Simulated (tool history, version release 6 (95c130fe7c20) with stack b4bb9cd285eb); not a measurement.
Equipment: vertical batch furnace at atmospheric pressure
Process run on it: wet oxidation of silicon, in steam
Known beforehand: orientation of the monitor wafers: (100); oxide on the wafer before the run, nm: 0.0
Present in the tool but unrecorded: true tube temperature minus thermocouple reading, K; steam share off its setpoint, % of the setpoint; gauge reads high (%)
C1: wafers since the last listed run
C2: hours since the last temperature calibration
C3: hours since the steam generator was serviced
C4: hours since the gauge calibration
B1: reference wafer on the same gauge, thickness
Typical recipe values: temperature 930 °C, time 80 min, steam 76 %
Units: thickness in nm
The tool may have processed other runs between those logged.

Run 1, hour 0: usual settings but steam 80 %; C1 0; C2 3754.2; C3 3621.1; C4 410.2; B1 225.96. Result: thickness 226.57 nm.
Run 2, hour 17: usual settings but steam 80 %; C1 203; C2 3771.2; C3 3638.1; C4 427.2; B1 226.04. Result: thickness 227.07 nm.
Run 3, hour 35.3: usual settings; C1 218; C2 3789.5; C3 3656.4; C4 445.5; B1 226.03. Result: thickness 216.31 nm.
Run 4, hour 52.3: usual settings; C1 203; C2 3806.5; C3 3673.4; C4 462.5; B1 226. Result: thickness 217.28 nm.
Run 5, hour 68.4: usual settings; C1 192; C2 3822.6; C3 3689.5; C4 478.6; B1 226.04. Result: thickness 217.18 nm.
Run 6, hour 86.8: usual settings; C1 219; C2 3841; C3 3707.9; C4 497; B1 226.02. Result: thickness 215.77 nm.
Run 7, hour 97.8: usual settings but time 102 min, steam 81 %; C1 131; C2 3852; C3 3718.9; C4 508; B1 225.79. Result: thickness 279.25 nm.
At hour 100.8: gauge calibrated.
Run 8, hour 114.5: usual settings but time 102 min, steam 81 %; C1 199; C2 3868.7; C3 3735.6; C4 13.7; B1 226.02. Result: thickness 278.55 nm.
Run 9, hour 125.7: usual settings but time 98 min; C1 133; C2 3879.9; C3 3746.8; C4 24.9; B1 226.01. Result: thickness 255.25 nm.
Run 10, hour 139.3: usual settings but steam 69 %; C1 162; C2 3893.5; C3 3760.4; C4 38.5; B1 225.92. Result: thickness 199.72 nm.
Run 11, hour 152.9: usual settings but steam 69 %; C1 162; C2 3907.1; C3 3774; C4 52.1; B1 226.05. Result: thickness 199.01 nm.
Run 12, hour 161.6: usual settings but steam 69 %; C1 103; C2 3915.8; C3 3782.7; C4 60.8; B1 225.95. Result: thickness 199.98 nm.
Run 13, hour 175.3: usual settings but steam 68 %; C1 163; C2 3929.5; C3 3796.4; C4 74.5; B1 225.94. Result: thickness 196.99 nm.
Run 14, hour 188.8: usual settings but steam 68 %; C1 161; C2 3943; C3 3809.9; C4 88; B1 225.91. Result: thickness 197.4 nm.
Run 15, hour 203.6: usual settings but steam 68 %; C1 176; C2 3957.8; C3 3824.7; C4 102.8; B1 226.02. Result: thickness 197.52 nm.
Run 16, hour 211.1: usual settings; C1 89; C2 3965.3; C3 3832.2; C4 110.3; B1 226.03. Result: thickness 215.81 nm.
Run 17, hour 230.5: usual settings; C1 231; C2 3984.7; C3 3851.6; C4 129.7; B1 226.06. Result: thickness 217.57 nm.
Run 18, hour 237.5: usual settings but temperature 938 °C, time 60 min, steam 70 %; C1 83; C2 3991.7; C3 3858.6; C4 136.7; B1 226.1. Result: thickness 171.91 nm.
Run 19, hour 248.4: usual settings but temperature 908 °C, time 110 min; C1 130; C2 4002.6; C3 3869.5; C4 147.6; B1 226.05. Result: thickness 222.74 nm.
Run 20, hour 263.9: usual settings but temperature 914 °C, time 117 min, steam 70 %; C1 185; C2 4018.1; C3 3885; C4 163.1; B1 226.09. Result: thickness 233.5 nm.
Run 21, hour 275.1: usual settings but temperature 955 °C, time 99 min, steam 85 %; C1 133; C2 4029.3; C3 3896.2; C4 174.3; B1 225.82. Result: thickness 357.08 nm.
Run 22, hour 287: usual settings but time 51 min; C1 142; C2 4041.2; C3 3908.1; C4 186.2; B1 225.97. Result: thickness 147.33 nm.
Run 23, hour 296.6: usual settings; C1 114; C2 4050.8; C3 3917.7; C4 195.8; B1 225.86. Result: thickness 217.23 nm.
Run 24, hour 316: usual settings; C1 231; C2 4070.2; C3 3937.1; C4 215.2; B1 226.04. Result: thickness 216.98 nm.

What does the tool deliver on the next run?
Run 25, hour 325.5: usual settings but temperature 938 °C, time 109 min; C1 113; C2 4079.7; C3 3946.6; C4 224.7; B1 ?. Result: thickness ?.

B1: 226.11
thickness: 302.12 nm
Were there no unlogged condition in the tool, this run, its random variation unchanged, would have produced thickness 322.88 nm.
